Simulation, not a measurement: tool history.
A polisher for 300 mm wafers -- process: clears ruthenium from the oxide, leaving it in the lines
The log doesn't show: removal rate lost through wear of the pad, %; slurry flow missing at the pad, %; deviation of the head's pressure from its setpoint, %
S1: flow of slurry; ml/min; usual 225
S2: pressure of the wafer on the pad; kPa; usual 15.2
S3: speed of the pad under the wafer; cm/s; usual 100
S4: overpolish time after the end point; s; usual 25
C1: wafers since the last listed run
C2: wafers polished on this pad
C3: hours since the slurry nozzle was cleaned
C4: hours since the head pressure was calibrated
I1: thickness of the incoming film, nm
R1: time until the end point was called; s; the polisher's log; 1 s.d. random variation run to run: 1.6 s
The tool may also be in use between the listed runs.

run    hour   S1    S2   S3  S4   C1    C2     C3     C4    I1     R1
  1     0.0  225  16.5  100  25    0  1355  570.9   78.7  85.4   82.2
  2    68.3  225  16.5  100  25  505  1860  639.2  147.0  83.8   81.1
  3   162.5  225  16.5  100  25  696  2557  733.4  241.2  84.6   84.2
      237.1  -- slurry nozzle cleaned
  4   252.3  225  15.2  122  25  656  3214   15.2  331.0  85.5   81.1
  5   301.1  225  15.2  100  25  360  3575   64.0  379.8  85.5   99.4
      331.5  -- worn pad replaced by a new one
  6   406.9  225  15.2  100  25  753   557  169.8  485.6  83.8   85.3
      479.8  -- head pressure recalibrated
  7   480.3  225  15.2   84  25  528  1085  243.2    0.5  83.9   99.5
  8   548.7  225  15.2   84  25  505  1591  311.6   68.9  86.2  102.8
  9   648.1  225  15.2  100  25  735  2326  411.0  168.3  84.2   91.7
 10   709.1  225  15.2  112  25  451  2777  472.0  229.3  84.7   88.6
 11   761.2  225  15.2  112  25  385  3163  524.1  281.4  84.9   86.8
 12   826.7  225  15.2  112  25  484  3647  589.6  346.9  86.3   89.9
 13   881.5  225  11.0  100  25  405  4053  644.4  401.7  83.7  126.3
      912.2  -- worn pad replaced by a new one
 14   971.1  225  11.0  100  25  633   435  734.0  491.3  84.7  112.1
     1025.1  -- head pressure recalibrated
 15  1060.1  225  15.2  100  25  643  1079  823.0   35.0  85.3   90.1
     1082.0  -- slurry nozzle cleaned
 16  1149.4  225  13.1  100  25  653  1732   67.4  124.3  85.2  103.9
 17  1207.1  225  13.1  100  25  426  2159  125.1  182.0  85.4  100.5
 18  1252.2  225  13.1  100  25  333  2492  170.2  227.1  83.7   99.9
 19  1343.3  290  15.2  100  16  673  3166  261.3  318.2  85.1   92.9
 20  1428.3  225  15.2  100  25  628  3795  346.3  403.2  84.8   97.7
     1480.2  -- worn pad replaced by a new one
 21  1500.9  225  15.2  100  30  507   153  418.9  475.8  84.1   84.0
     1517.4  -- head pressure recalibrated
 22  1594.8  255  11.7   88  14  679   832  512.8   77.4  84.9  114.6
 23  1635.8  225  17.9  100  25  303  1136  553.8  118.4  84.2   77.7
 24  1686.7  225  15.2   86  25  376  1512  604.7  169.3  84.6   96.4
 25  1779.6  275  15.2  110  25  687  2199  697.6  262.2  85.7   84.4
 26  1885.1  255  15.2  100  33  780  2980  803.1  367.7  85.8   94.7
 27  1923.9  195  15.2  100  25  286  3267  841.9  406.5  84.1   93.1
 28  1963.3  225  15.2  100  25  291  3558  881.3  445.9  85.5   96.0
     1975.5  -- slurry nozzle cleaned
     1976.2  -- head pressure recalibrated
     1997.8  -- worn pad replaced by a new one
 29  2016.4  225  20.0  100  25  350   137   40.9   40.2  85.2   66.5
 30  2111.1  225  15.2  100  34  700   838  135.6  134.9  85.1   86.6
 31  2192.8  160  15.2  100  25  604  1442  217.3  216.6  84.6   93.3
 32  2239.2  205  15.2  100  39  343  1785  263.7  263.0  85.4   90.3
 33  2328.6  265  12.4  100  20  661  2447  353.1  352.4  83.4  103.3
 34  2428.0  225  15.2  100  25  735  3182  452.5  451.8  85.7   92.8
     2508.5  -- worn pad replaced by a new one
     2516.9  -- head pressure recalibrated
 35  2517.4  225  15.2  100  25  616    51  541.9    0.5  86.2   84.6
 36  2591.0  225  15.2  132  25  544   595  615.5   74.1  84.8   73.0

For each entry between runs, how does the tool's hidden state at the last listed run before it compare with that at the first listed run after it?
Logged between run 3 and run 4: slurry nozzle cleaned (hour 237.1)
  removal rate lost through wear of the pad, %: 8.21 -> 10.3
  measured result minus the result with no hidden state, R1: +6.9 -> +8.4 s
Logged between run 5 and run 6: worn pad replaced by a new one (hour 331.5)
  removal rate lost through wear of the pad, %: 11.4 -> 4.08
  measured result minus the result with no hidden state, R1: +11.3 -> +3.5 s
Logged between run 6 and run 7: head pressure recalibrated (hour 479.8)
  removal rate lost through wear of the pad, %: 4.08 -> 5.78
  measured result minus the result with no hidden state, R1: +3.5 -> +5.8 s
Logged between run 13 and run 14: worn pad replaced by a new one (hour 912.2)
  removal rate lost through wear of the pad, %: 15.1 -> 2.24
  measured result minus the result with no hidden state, R1: +19.0 -> +2.5 s
Logged between run 14 and run 15: head pressure recalibrated (hour 1025.1)
  removal rate lost through wear of the pad, %: 2.24 -> 4.3
  measured result minus the result with no hidden state, R1: +2.5 -> +3.8 s
Logged between run 15 and run 16: slurry nozzle cleaned (hour 1082.0)
  removal rate lost through wear of the pad, %: 4.3 -> 6.37
  measured result minus the result with no hidden state, R1: +3.8 -> +6.7 s
Logged between run 20 and run 21: worn pad replaced by a new one (hour 1480.2)
  removal rate lost through wear of the pad, %: 12.8 -> 2.31
  measured result minus the result with no hidden state, R1: +12.5 -> +2.0 s
Logged between run 21 and run 22: head pressure recalibrated (hour 1517.4)
  removal rate lost through wear of the pad, %: 2.31 -> 4.49
  measured result minus the result with no hidden state, R1: +2.0 -> +5.2 s
Logged between run 28 and run 29: slurry nozzle cleaned (hour 1975.5); head pressure recalibrated (hour 1976.2); worn pad replaced by a new one (hour 1997.8)
  removal rate lost through wear of the pad, %: 13 -> 1.88
  measured result minus the result with no hidden state, R1: +12.5 -> +1.3 s
Logged between run 34 and run 35: worn pad replaced by a new one (hour 2508.5); head pressure recalibrated (hour 2516.9)
  removal rate lost through wear of the pad, %: 11.4 -> 1.04
  measured result minus the result with no hidden state, R1: +10.6 -> +0.9 s
